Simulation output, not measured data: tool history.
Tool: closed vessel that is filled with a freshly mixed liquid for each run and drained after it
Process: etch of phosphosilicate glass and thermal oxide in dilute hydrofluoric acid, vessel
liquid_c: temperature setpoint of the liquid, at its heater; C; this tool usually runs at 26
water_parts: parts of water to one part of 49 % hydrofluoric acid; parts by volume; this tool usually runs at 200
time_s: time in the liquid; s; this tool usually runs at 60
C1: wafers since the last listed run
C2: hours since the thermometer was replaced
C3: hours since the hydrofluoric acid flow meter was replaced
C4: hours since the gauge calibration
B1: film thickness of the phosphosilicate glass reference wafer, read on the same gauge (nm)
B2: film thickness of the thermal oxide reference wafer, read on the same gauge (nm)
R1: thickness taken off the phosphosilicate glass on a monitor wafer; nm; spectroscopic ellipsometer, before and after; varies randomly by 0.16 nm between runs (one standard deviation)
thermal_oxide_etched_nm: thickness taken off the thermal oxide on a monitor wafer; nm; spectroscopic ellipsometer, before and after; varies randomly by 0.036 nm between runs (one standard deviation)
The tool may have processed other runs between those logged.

run 1 hour=0 | liquid_c=23 water_parts=200 time_s=60 | C1=0 C2=1424.9 C3=266.7 C4=43.5 | B1=119.98 B2=100.004 | R1=36.93 thermal_oxide_etched_nm=1.059
run 2 hour=51.6 | liquid_c=26 water_parts=200 time_s=60 | C1=4653 C2=1476.5 C3=318.3 C4=95.1 | B1=120.03 B2=99.98 | R1=40.42 thermal_oxide_etched_nm=1.265
run 3 hour=262.8 | liquid_c=24 water_parts=200 time_s=40 | C1=19047 C2=1687.7 C3=529.5 C4=306.3 | B1=119.97 B2=99.992 | R1=25.09 thermal_oxide_etched_nm=0.735
run 4 hour=291.4 | liquid_c=24 water_parts=200 time_s=40 | C1=2579 C2=1716.3 C3=558.1 C4=334.9 | B1=120.02 B2=100.002 | R1=25.03 thermal_oxide_etched_nm=0.758
run 5 hour=344.4 | liquid_c=26 water_parts=200 time_s=60 | C1=4779 C2=1769.3 C3=611.1 C4=387.9 | B1=119.98 B2=99.996 | R1=40.21 thermal_oxide_etched_nm=1.276
run 6 hour=379.1 | liquid_c=30.5 water_parts=270 time_s=90 | C1=3129 C2=1804 C3=645.8 C4=422.6 | B1=119.98 B2=99.973 | R1=48.35 thermal_oxide_etched_nm=1.436
run 7 hour=411.3 | liquid_c=22.5 water_parts=130 time_s=60 | C1=2904 C2=1836.2 C3=678 C4=454.8 | B1=120.04 B2=99.986 | R1=58.69 thermal_oxide_etched_nm=1.751
-- hour=424.8 thermometer replaced
run 8 hour=451.6 | liquid_c=26 water_parts=145 time_s=45 | C1=3544 C2=26.8 C3=718.3 C4=495.1 | B1=119.96 B2=99.987 | R1=45.66 thermal_oxide_etched_nm=1.334
run 9 hour=485 | liquid_c=24.5 water_parts=200 time_s=60 | C1=3012 C2=60.2 C3=751.7 C4=528.5 | B1=119.98 B2=100.001 | R1=39.29 thermal_oxide_etched_nm=1.16
run 10 hour=538.6 | liquid_c=21.5 water_parts=200 time_s=60 | C1=4834 C2=113.8 C3=805.3 C4=582.1 | B1=119.95 B2=100.011 | R1=35.22 thermal_oxide_etched_nm=1.033
run 11 hour=570.8 | liquid_c=26 water_parts=200 time_s=60 | C1=2904 C2=146 C3=837.5 C4=614.3 | B1=120.02 B2=99.997 | R1=41.18 thermal_oxide_etched_nm=1.224
-- hour=597 hydrofluoric acid flow meter replaced
run 12 hour=606.3 | liquid_c=28.5 water_parts=245 time_s=60 | C1=3111 C2=181.5 C3=9.3 C4=649.8 | B1=120.04 B2=99.967 | R1=35.55 thermal_oxide_etched_nm=1.06
run 13 hour=672.6 | liquid_c=21.5 water_parts=135 time_s=60 | C1=5979 C2=247.8 C3=75.6 C4=716.1 | B1=120 B2=99.982 | R1=56.12 thermal_oxide_etched_nm=1.632
run 14 hour=702.8 | liquid_c=26 water_parts=245 time_s=35 | C1=2723 C2=278 C3=105.8 C4=746.3 | B1=119.98 B2=100.003 | R1=18.95 thermal_oxide_etched_nm=0.557
run 15 hour=755.9 | liquid_c=24 water_parts=250 time_s=95 | C1=4788 C2=331.1 C3=158.9 C4=799.4 | B1=120.04 B2=99.978 | R1=46.68 thermal_oxide_etched_nm=1.299
run 16 hour=796.3 | liquid_c=26 water_parts=110 time_s=60 | C1=3643 C2=371.5 C3=199.3 C4=839.8 | B1=119.98 B2=99.988 | R1=84.22 thermal_oxide_etched_nm=2.527
run 17 hour=843.4 | liquid_c=26 water_parts=200 time_s=45 | C1=4247 C2=418.6 C3=246.4 C4=886.9 | B1=120.05 B2=99.996 | R1=31.23 thermal_oxide_etched_nm=0.919
run 18 hour=870.8 | liquid_c=27.5 water_parts=295 time_s=40 | C1=2471 C2=446 C3=273.8 C4=914.3 | B1=119.97 B2=99.967 | R1=17.84 thermal_oxide_etched_nm=0.539
run 19 hour=914.7 | liquid_c=31 water_parts=170 time_s=85 | C1=3959 C2=489.9 C3=317.7 C4=958.2 | B1=120.03 B2=100.015 | R1=86.41 thermal_oxide_etched_nm=2.493
run 20 hour=972.5 | liquid_c=22.5 water_parts=200 time_s=80 | C1=5212 C2=547.7 C3=375.5 C4=1016 | B1=120.03 B2=99.982 | R1=48.66 thermal_oxide_etched_nm=1.445
run 21 hour=1018.4 | liquid_c=23 water_parts=200 time_s=60 | C1=4139 C2=593.6 C3=421.4 C4=1061.9 | B1=120.06 B2=100.025 | R1=37.21 thermal_oxide_etched_nm=1.084
run 22 hour=1046.8 | liquid_c=26 water_parts=200 time_s=60 | C1=2561 C2=622 C3=449.8 C4=1090.3 | B1=120 B2=100.004 | R1=41.4 thermal_oxide_etched_nm=1.285
run 23 hour=1103.7 | liquid_c=29.5 water_parts=265 time_s=30 | C1=5131 C2=678.9 C3=506.7 C4=1147.2 | B1=120.04 B2=99.973 | R1=16.36 thermal_oxide_etched_nm=0.487
run 24 hour=1165 | liquid_c=26 water_parts=200 time_s=60 | C1=5528 C2=740.2 C3=568 C4=1208.5 | B1=119.96 B2=100.004 | R1=41.46 thermal_oxide_etched_nm=1.212
run 25 hour=1217.1 | liquid_c=26 water_parts=280 time_s=60 | C1=4698 C2=792.3 C3=620.1 C4=1260.6 | B1=119.99 B2=99.988 | R1=26.91 thermal_oxide_etched_nm=0.795
run 26 hour=1278.6 | liquid_c=26 water_parts=290 time_s=60 | C1=5546 C2=853.8 C3=681.6 C4=1322.1 | B1=120 B2=100.007 | R1=25.71 thermal_oxide_etched_nm=0.737

3 options for the next run, each taken on its own from the tool as it stands now. Forecast them:
run A hour=1279.3 | liquid_c=26 water_parts=200 time_s=60 | C1=63 C2=854.5 C3=682.3 C4=1322.8 | B1=? B2=? | R1=? thermal_oxide_etched_nm=?
run B hour=1279.3 | liquid_c=28 water_parts=140 time_s=40 | C1=63 C2=854.5 C3=682.3 C4=1322.8 | B1=? B2=? | R1=? thermal_oxide_etched_nm=?
run C hour=1279.3 | liquid_c=30 water_parts=280 time_s=60 | C1=63 C2=854.5 C3=682.3 C4=1322.8 | B1=? B2=? | R1=? thermal_oxide_etched_nm=?

run=A B1=120.05 B2=100.007 R1=41.4 thermal_oxide_etched_nm=1.158
run=B B1=120.05 B2=100.007 R1=45.58 thermal_oxide_etched_nm=1.274
run=C B1=120.05 B2=100.007 R1=31.02 thermal_oxide_etched_nm=0.867
The same runs, with their run-to-run variation unchanged, on a tool lacking any hidden condition would have given:
run=A R1=42.53 thermal_oxide_etched_nm=1.189
run=B R1=46.82 thermal_oxide_etched_nm=1.309
run=C R1=31.86 thermal_oxide_etched_nm=0.891
